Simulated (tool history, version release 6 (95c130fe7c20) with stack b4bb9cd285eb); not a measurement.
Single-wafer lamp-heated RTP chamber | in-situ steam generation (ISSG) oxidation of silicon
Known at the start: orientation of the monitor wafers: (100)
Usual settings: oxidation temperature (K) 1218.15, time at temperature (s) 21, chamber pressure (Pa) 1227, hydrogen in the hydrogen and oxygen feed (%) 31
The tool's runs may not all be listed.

| run | hour | oxidation temperature (K) | time at temperature (s) | chamber pressure (Pa) | hydrogen in the hydrogen and oxygen feed (%) | wafers since the last listed run | wafers since the last pyrometer calibration | hours since the pressure gauge was zeroed | hours since the hydrogen flow controller was replaced | hours since the gauge calibration | read-back reference wafer on the same gauge, thickness | oxide thickness on the monitor wafer (Å) |
|---|---|---|---|---|---|---|---|---|---|---|---|---|
| 1 | 0 | 1223.15 | 21 | 1227 | 32 | 0 | 3138 | 4667.9 | 2964.3 | 62 | 3.421 | 43.77 |
| 2 | 25.9 | 1223.15 | 21 | 1227 | 32 | 324 | 3462 | 4693.8 | 2990.2 | 87.9 | 3.417 | 43.57 |
| 3 | 57.6 | 1211.15 | 21 | 1227 | 31 | 397 | 3859 | 4725.5 | 3021.9 | 119.6 | 3.424 | 41.83 |
| 4 | 84.9 | 1211.15 | 21 | 1227 | 31 | 342 | 4202 | 4752.8 | 3049.2 | 146.9 | 3.42 | 42.5 |
| 5 | 104.8 | 1211.15 | 21 | 1227 | 31 | 249 | 4451 | 4772.7 | 3069.1 | 166.8 | 3.42 | 42.02 |
| 6 | 117.6 | 1218.15 | 21 | 1227 | 31 | 160 | 4611 | 4785.5 | 3081.9 | 179.6 | 3.419 | 42.99 |
| 7 | 136.2 | 1206.15 | 21 | 1227 | 31 | 233 | 4844 | 4804.1 | 3100.5 | 198.2 | 3.418 | 41.75 |
|  | 140.7 | gauge calibrated |
|  | 154.4 | pyrometer window cleaned and pyrometer calibrated |
| 8 | 168.6 | 1218.15 | 21 | 1227 | 32 | 305 | 177 | 4836.5 | 3132.9 | 27.9 | 3.419 | 42.27 |
| 9 | 202 | 1218.15 | 21 | 1160 | 31 | 418 | 596 | 4869.9 | 3166.3 | 61.3 | 3.42 | 42.43 |
| 10 | 232.6 | 1218.15 | 21 | 1147 | 27 | 383 | 979 | 4900.5 | 3196.9 | 91.9 | 3.421 | 41.15 |
|  | 252.7 | hydrogen flow controller replaced |
| 11 | 253.2 | 1224.15 | 17 | 1227 | 32 | 157 | 1137 | 4921.1 | 0.5 | 112.5 | 3.42 | 39.63 |
|  | 282 | pressure gauge zeroed |
| 12 | 282.5 | 1206.15 | 17 | 1227 | 32 | 266 | 1404 | 0.5 | 29.8 | 141.8 | 3.424 | 37.99 |
|  | 309.1 | gauge calibrated |
| 13 | 324.8 | 1218.15 | 21 | 1227 | 31 | 529 | 1934 | 42.8 | 72.1 | 15.7 | 3.416 | 42.08 |
| 14 | 345 | 1218.15 | 25 | 1227 | 31 | 253 | 2187 | 63 | 92.3 | 35.9 | 3.418 | 45.48 |
| 15 | 359.1 | 1235.15 | 21 | 1027 | 28 | 176 | 2364 | 77.1 | 106.4 | 50 | 3.419 | 44.12 |
| 16 | 375.4 | 1231.15 | 21 | 1133 | 22 | 204 | 2568 | 93.4 | 122.7 | 66.3 | 3.42 | 40.93 |

What the log doesn't show, run by run:
true pressure minus gauge reading, Torr: 0 in every run
deviation of the hydrogen flow from its setpoint, %: 0 in every run
gauge reads high (%): 0 in every run
H1: true wafer temperature minus pyrometer reading, K
| run | H1 |
|---|---|
| 1 | 5.06 |
| 2 | 5.84 |
| 3 | 6.9 |
| 4 | 7.91 |
| 5 | 8.69 |
| 6 | 9.22 |
| 7 | 10 |
| 8 | 0.399 |
| 9 | 0.517 |
| 10 | 0.737 |
| 11 | 0.946 |
| 12 | 1.33 |
| 13 | 2.05 |
| 14 | 2.47 |
| 15 | 2.78 |
| 16 | 3.18 |
